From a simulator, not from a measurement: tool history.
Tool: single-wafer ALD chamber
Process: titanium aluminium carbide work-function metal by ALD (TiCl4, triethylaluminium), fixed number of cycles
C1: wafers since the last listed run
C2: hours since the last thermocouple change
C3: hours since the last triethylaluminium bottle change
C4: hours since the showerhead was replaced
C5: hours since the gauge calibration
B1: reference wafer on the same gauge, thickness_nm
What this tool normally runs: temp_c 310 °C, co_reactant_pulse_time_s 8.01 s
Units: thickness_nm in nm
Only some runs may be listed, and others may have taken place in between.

run 1 hour=0 | temp_c=321 co_reactant_pulse_time_s=6.59 | C1=0 C2=217.9 C3=743.1 C4=4904.4 C5=547.9 | B1=2.62 | thickness_nm=2.289
run 2 hour=44.5 | temp_c=310 co_reactant_pulse_time_s=8.01 | C1=806 C2=262.4 C3=787.6 C4=4948.9 C5=592.4 | B1=2.621 | thickness_nm=2.28
run 3 hour=97.8 | temp_c=320 co_reactant_pulse_time_s=6.41 | C1=966 C2=315.7 C3=840.9 C4=5002.2 C5=645.7 | B1=2.618 | thickness_nm=2.268
run 4 hour=146.4 | temp_c=320 co_reactant_pulse_time_s=6.41 | C1=881 C2=364.3 C3=889.5 C4=5050.8 C5=694.3 | B1=2.622 | thickness_nm=2.254
run 5 hour=184.3 | temp_c=320 co_reactant_pulse_time_s=6.41 | C1=687 C2=402.2 C3=927.4 C4=5088.7 C5=732.2 | B1=2.618 | thickness_nm=2.248
run 6 hour=245.5 | temp_c=320 co_reactant_pulse_time_s=8.01 | C1=1109 C2=463.4 C3=988.6 C4=5149.9 C5=793.4 | B1=2.619 | thickness_nm=2.379
run 7 hour=272.5 | temp_c=322 co_reactant_pulse_time_s=10.39 | C1=489 C2=490.4 C3=1015.6 C4=5176.9 C5=820.4 | B1=2.62 | thickness_nm=2.49
run 8 hour=335.9 | temp_c=322 co_reactant_pulse_time_s=10.39 | C1=1149 C2=553.8 C3=1079 C4=5240.3 C5=883.8 | B1=2.623 | thickness_nm=2.492
run 9 hour=403.9 | temp_c=310 co_reactant_pulse_time_s=9 | C1=1232 C2=621.8 C3=1147 C4=5308.3 C5=951.8 | B1=2.62 | thickness_nm=2.334
run 10 hour=457.8 | temp_c=310 co_reactant_pulse_time_s=8.01 | C1=977 C2=675.7 C3=1200.9 C4=5362.2 C5=1005.7 | B1=2.621 | thickness_nm=2.268
run 11 hour=490.9 | temp_c=310 co_reactant_pulse_time_s=8.01 | C1=600 C2=708.8 C3=1234 C4=5395.3 C5=1038.8 | B1=2.621 | thickness_nm=2.26
run 12 hour=551.4 | temp_c=310 co_reactant_pulse_time_s=8.01 | C1=1096 C2=769.3 C3=1294.5 C4=5455.8 C5=1099.3 | B1=2.62 | thickness_nm=2.276
-- hour=559.6 gauge calibrated
run 13 hour=599 | temp_c=310 co_reactant_pulse_time_s=6.97 | C1=862 C2=816.9 C3=1342.1 C4=5503.4 C5=39.4 | B1=2.621 | thickness_nm=2.182
run 14 hour=668.1 | temp_c=310 co_reactant_pulse_time_s=6.97 | C1=1252 C2=886 C3=1411.2 C4=5572.5 C5=108.5 | B1=2.62 | thickness_nm=2.196
run 15 hour=715.9 | temp_c=310 co_reactant_pulse_time_s=6.97 | C1=866 C2=933.8 C3=1459 C4=5620.3 C5=156.3 | B1=2.62 | thickness_nm=2.176
run 16 hour=751.6 | temp_c=314 co_reactant_pulse_time_s=5.72 | C1=647 C2=969.5 C3=1494.7 C4=5656 C5=192 | B1=2.619 | thickness_nm=2.084
run 17 hour=788.2 | temp_c=310 co_reactant_pulse_time_s=8.01 | C1=663 C2=1006.1 C3=1531.3 C4=5692.6 C5=228.6 | B1=2.622 | thickness_nm=2.249
-- hour=806 triethylaluminium bottle replaced
run 18 hour=850.1 | temp_c=324 co_reactant_pulse_time_s=7.16 | C1=977 C2=1068 C3=44.1 C4=5754.5 C5=290.5 | B1=2.621 | thickness_nm=2.31
-- hour=904.1 showerhead replaced
run 19 hour=906.6 | temp_c=314 co_reactant_pulse_time_s=5.72 | C1=879 C2=1124.5 C3=100.6 C4=2.5 C5=347 | B1=2.618 | thickness_nm=2.071
run 20 hour=965.5 | temp_c=310 co_reactant_pulse_time_s=11.06 | C1=1067 C2=1183.4 C3=159.5 C4=61.4 C5=405.9 | B1=2.62 | thickness_nm=2.316
run 21 hour=990 | temp_c=310 co_reactant_pulse_time_s=8.01 | C1=444 C2=1207.9 C3=184 C4=85.9 C5=430.4 | B1=2.622 | thickness_nm=2.223
-- hour=1149 thermocouple changed; heater temperature recalibrated
run 22 hour=1169.6 | temp_c=303 co_reactant_pulse_time_s=5.05 | C1=3110 C2=20.6 C3=363.6 C4=265.5 C5=610 | B1=2.62 | thickness_nm=1.925
run 23 hour=1214.8 | temp_c=323 co_reactant_pulse_time_s=10.41 | C1=819 C2=65.8 C3=408.8 C4=310.7 C5=655.2 | B1=2.619 | thickness_nm=2.53
run 24 hour=1283.7 | temp_c=310 co_reactant_pulse_time_s=8.01 | C1=1249 C2=134.7 C3=477.7 C4=379.6 C5=724.1 | B1=2.62 | thickness_nm=2.286
run 25 hour=1330 | temp_c=303 co_reactant_pulse_time_s=9.15 | C1=839 C2=181 C3=524 C4=425.9 C5=770.4 | B1=2.62 | thickness_nm=2.26
run 26 hour=1388.4 | temp_c=310 co_reactant_pulse_time_s=9.33 | C1=1058 C2=239.4 C3=582.4 C4=484.3 C5=828.8 | B1=2.618 | thickness_nm=2.347
run 27 hour=1446.5 | temp_c=318 co_reactant_pulse_time_s=9.39 | C1=1053 C2=297.5 C3=640.5 C4=542.4 C5=886.9 | B1=2.621 | thickness_nm=2.432
run 28 hour=1500.7 | temp_c=296 co_reactant_pulse_time_s=10.5 | C1=982 C2=351.7 C3=694.7 C4=596.6 C5=941.1 | B1=2.622 | thickness_nm=2.217

Estimate the outcome of run 29 from the log above:
run 29 hour=1526 | temp_c=310 co_reactant_pulse_time_s=9.55 | C1=458 C2=377 C3=720 C4=621.9 C5=966.4 | B1=? | thickness_nm=?

B1: 2.621
thickness_nm: 2.338 nm
Minus the tool's unlogged condition, the same run would have read thickness_nm 2.338 nm.

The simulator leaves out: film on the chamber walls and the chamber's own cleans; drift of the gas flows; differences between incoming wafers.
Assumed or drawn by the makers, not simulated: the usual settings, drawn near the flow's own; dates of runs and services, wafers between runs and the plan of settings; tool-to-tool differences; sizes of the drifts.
